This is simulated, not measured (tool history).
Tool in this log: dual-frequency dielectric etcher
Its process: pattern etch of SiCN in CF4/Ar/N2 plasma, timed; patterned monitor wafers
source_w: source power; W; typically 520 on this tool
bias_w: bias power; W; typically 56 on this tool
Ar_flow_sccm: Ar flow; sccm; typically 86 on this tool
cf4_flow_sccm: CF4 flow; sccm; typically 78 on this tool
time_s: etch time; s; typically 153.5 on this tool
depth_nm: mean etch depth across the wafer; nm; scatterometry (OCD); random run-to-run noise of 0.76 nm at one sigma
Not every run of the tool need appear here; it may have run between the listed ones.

run	hour	source_w	bias_w	Ar_flow_sccm	cf4_flow_sccm	time_s	read-back reference wafer on the same gauge, depth_nm	depth_nm
1	0.0	520	56	86	78	153.5	171.8	140.7
# hour 57.1: upper electrode replaced
2	96.7	400	56	86	78	153.5	171.8	106.4
3	155.2	520	49	101	78	153.5	172.2	133.2
4	360.0	420	56	86	78	153.5	172.1	112.4
5	404.2	520	48	86	78	172.0	171.9	153.4
# hour 504.0: wet clean of the chamber
6	504.5	520	45	86	78	153.5	171.6	133.1
7	532.3	600	69	79	78	153.5	171.7	172.5
8	616.8	650	56	86	90	153.5	172.0	179.1
9	715.8	430	65	77	78	153.5	172.0	119.3
10	839.9	600	56	86	70	153.5	172.1	160.5
11	881.3	520	45	96	78	120.0	172.4	103.3
12	926.5	520	56	72	78	141.0	172.0	132.5
13	988.6	600	69	79	78	153.5	172.5	175.4
14	1068.4	600	56	86	70	153.5	172.0	161.2

Run 15 has not been measured yet. What should we expect?
# hour 1182.0: wet clean of the chamber
15	1182.5	560	56	86	78	153.5	?	?

Logged for run 15: read-back reference wafer on the same gauge, depth_nm 171.9, depth_nm 148.9 nm.
Were there no unlogged condition in the tool, this run, its random variation unchanged, would have produced depth_nm 155.0 nm.
